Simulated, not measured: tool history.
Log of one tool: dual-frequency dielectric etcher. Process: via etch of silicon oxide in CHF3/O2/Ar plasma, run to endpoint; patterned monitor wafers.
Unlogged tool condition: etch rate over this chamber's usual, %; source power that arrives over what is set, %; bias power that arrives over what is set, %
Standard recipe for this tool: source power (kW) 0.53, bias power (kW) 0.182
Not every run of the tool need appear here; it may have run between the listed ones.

| run | hour | source power (kW) | bias power (kW) | wafers since the last listed run | hours since the last wet clean | hours since the last source power generator calibration | hours since the last bias power generator calibration | hours since the last upper electrode change | incoming incoming film thickness, nm | endpoint time (s) |
|---|---|---|---|---|---|---|---|---|---|---|
| 1 | 0 | 0.53 | 0.214 | 0 | 74 | 3309.6 | 3368.1 | 4490.2 | 768.1 | 387.5 |
| 2 | 70.4 | 0.53 | 0.182 | 370 | 144.4 | 3380 | 3438.5 | 4560.6 | 768 | 413.5 |
| 3 | 101 | 0.53 | 0.182 | 160 | 175 | 3410.6 | 3469.1 | 4591.2 | 765.1 | 410.3 |
| 4 | 156 | 0.53 | 0.182 | 289 | 230 | 3465.6 | 3524.1 | 4646.2 | 769.8 | 413.8 |
| 5 | 209.7 | 0.53 | 0.161 | 282 | 283.7 | 3519.3 | 3577.8 | 4699.9 | 772.1 | 433.2 |
| 6 | 255.8 | 0.53 | 0.161 | 242 | 329.8 | 3565.4 | 3623.9 | 4746 | 779.1 | 436.9 |
| 7 | 280.6 | 0.53 | 0.161 | 130 | 354.6 | 3590.2 | 3648.7 | 4770.8 | 776.7 | 437.2 |
| 8 | 345.3 | 0.53 | 0.182 | 340 | 419.3 | 3654.9 | 3713.4 | 4835.5 | 772.9 | 414.3 |
|  | 376.9 | bias power generator calibrated |
| 9 | 386.1 | 0.53 | 0.182 | 193 | 460.1 | 3695.7 | 9.2 | 4876.3 | 779.6 | 414 |
| 10 | 452.8 | 0.53 | 0.182 | 350 | 526.8 | 3762.4 | 75.9 | 4943 | 769.5 | 407.8 |
|  | 557.7 | wet clean of the chamber |
|  | 578.4 | upper electrode replaced |
| 11 | 578.9 | 0.4 | 0.182 | 428 | 21.2 | 3888.5 | 202 | 0.5 | 768 | 456.3 |
| 12 | 608.9 | 0.57 | 0.208 | 157 | 51.2 | 3918.5 | 232 | 30.5 | 777 | 390 |
| 13 | 658.3 | 0.53 | 0.182 | 259 | 100.6 | 3967.9 | 281.4 | 79.9 | 770.9 | 417.1 |
| 14 | 717.3 | 0.53 | 0.182 | 310 | 159.6 | 4026.9 | 340.4 | 138.9 | 769.8 | 416.1 |
| 15 | 761.6 | 0.63 | 0.228 | 232 | 203.9 | 4071.2 | 384.7 | 183.2 | 773.9 | 360.7 |
|  | 857.3 | source power generator calibrated |
| 16 | 927.3 | 0.53 | 0.182 | 850 | 369.6 | 70 | 550.4 | 348.9 | 773.9 | 415.4 |
| 17 | 993.6 | 0.45 | 0.197 | 348 | 435.9 | 136.3 | 616.7 | 415.2 | 777.4 | 425.1 |
| 18 | 1018.4 | 0.64 | 0.182 | 130 | 460.7 | 161.1 | 641.5 | 440 | 771.9 | 385.3 |
| 19 | 1065.2 | 0.65 | 0.153 | 246 | 507.5 | 207.9 | 688.3 | 486.8 | 775 | 413.9 |
|  | 1090.8 | wet clean of the chamber |
| 20 | 1110.1 | 0.53 | 0.16 | 109 | 19.3 | 252.8 | 733.2 | 531.7 | 774.3 | 442.1 |

Results per run with the tool's hidden condition removed, run-to-run variation unchanged:
| run | endpoint time (s) |
|---|---|
| 1 | 389.6 |
| 2 | 417 |
| 3 | 414.4 |
| 4 | 418.9 |
| 5 | 439.6 |
| 6 | 444.3 |
| 7 | 445 |
| 8 | 422.9 |
| 9 | 423.4 |
| 10 | 418.2 |
| 11 | 455.8 |
| 12 | 390.1 |
| 13 | 418.1 |
| 14 | 418.2 |
| 15 | 363.2 |
| 16 | 421.4 |
| 17 | 432.5 |
| 18 | 392.4 |
| 19 | 422.3 |
| 20 | 441.4 |
